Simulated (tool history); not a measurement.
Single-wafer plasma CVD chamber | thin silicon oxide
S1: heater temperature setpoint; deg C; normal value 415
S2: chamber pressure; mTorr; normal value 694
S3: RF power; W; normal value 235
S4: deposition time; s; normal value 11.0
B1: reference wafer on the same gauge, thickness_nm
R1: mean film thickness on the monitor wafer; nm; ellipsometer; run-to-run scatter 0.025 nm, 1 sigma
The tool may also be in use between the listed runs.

run 1 hour=0.0 | S1=415 S2=627 S3=235 S4=11.0 | B1=12.199 | R1=12.565
run 2 hour=14.0 | S1=415 S2=694 S3=235 S4=11.0 | B1=12.196 | R1=13.941
run 3 hour=20.1 | S1=415 S2=694 S3=235 S4=11.0 | B1=12.204 | R1=13.953
run 4 hour=26.2 | S1=415 S2=694 S3=235 S4=11.0 | B1=12.198 | R1=13.936
run 5 hour=34.6 | S1=415 S2=694 S3=235 S4=11.0 | B1=12.198 | R1=13.948
run 6 hour=40.9 | S1=415 S2=694 S3=235 S4=11.0 | B1=12.200 | R1=13.909
run 7 hour=55.8 | S1=415 S2=694 S3=235 S4=11.0 | B1=12.204 | R1=13.904
-- hour=98.0 RF generator calibrated
-- hour=99.7 thermocouple changed; heater temperature recalibrated
run 8 hour=100.8 | S1=415 S2=694 S3=235 S4=11.0 | B1=12.198 | R1=14.351
-- hour=106.5 gauge calibrated
run 9 hour=117.0 | S1=415 S2=694 S3=235 S4=11.0 | B1=12.202 | R1=14.411
-- hour=129.2 capacitance manometer re-zeroed and calibrated
run 10 hour=129.7 | S1=415 S2=694 S3=235 S4=11.0 | B1=12.194 | R1=14.420
run 11 hour=145.2 | S1=415 S2=694 S3=235 S4=11.0 | B1=12.197 | R1=14.361
run 12 hour=154.4 | S1=426 S2=694 S3=190 S4=9.5 | B1=12.201 | R1=11.285
run 13 hour=168.2 | S1=415 S2=694 S3=235 S4=11.0 | B1=12.198 | R1=14.398
-- hour=186.3 showerhead replaced, of another model than before
run 14 hour=191.9 | S1=415 S2=592 S3=245 S4=10.2 | B1=12.203 | R1=12.364
run 15 hour=205.0 | S1=410 S2=523 S3=235 S4=12.3 | B1=12.201 | R1=13.500
run 16 hour=213.1 | S1=415 S2=694 S3=250 S4=11.0 | B1=12.197 | R1=14.940
run 17 hour=228.0 | S1=401 S2=694 S3=260 S4=11.0 | B1=12.197 | R1=15.435
run 18 hour=259.2 | S1=415 S2=860 S3=200 S4=12.6 | B1=12.197 | R1=16.553
run 19 hour=270.2 | S1=415 S2=694 S3=215 S4=9.5 | B1=12.200 | R1=11.569
run 20 hour=278.7 | S1=415 S2=694 S3=235 S4=11.0 | B1=12.199 | R1=14.298
-- hour=284.1 gauge calibrated
run 21 hour=286.2 | S1=415 S2=578 S3=260 S4=11.0 | B1=12.204 | R1=13.638
run 22 hour=301.1 | S1=401 S2=597 S3=275 S4=13.0 | B1=12.195 | R1=17.107
run 23 hour=317.0 | S1=415 S2=694 S3=235 S4=11.0 | B1=12.205 | R1=14.272

Hidden state or all else? Some run-to-run changes of R1, split into what the settings, what came in and random variation would give without the hidden state, and what is left for the hidden state (with any gauge scatter that isn't in both results):
Hidden conditions of the tool in this case: wafer temperature above the value expected at the setpoint (K); delivered RF power above the setpoint (%); true pressure above the setpoint (%); gauge reads high (%).
Run 7 -> 8: RF generator calibrated, thermocouple changed; heater temperature recalibrated. R1 +0.447 nm: hidden state +0.469, all else -0.022.
Run 18 -> 19: S2 860 -> 694, S3 200 -> 215, S4 12.6 -> 9.5. R1 -4.984 nm: hidden state +0.059, all else -5.043.
Run 21 -> 22: S1 415 -> 401, S2 578 -> 597, S3 260 -> 275, S4 11.0 -> 13.0. R1 +3.469 nm: hidden state -0.041, all else +3.510.
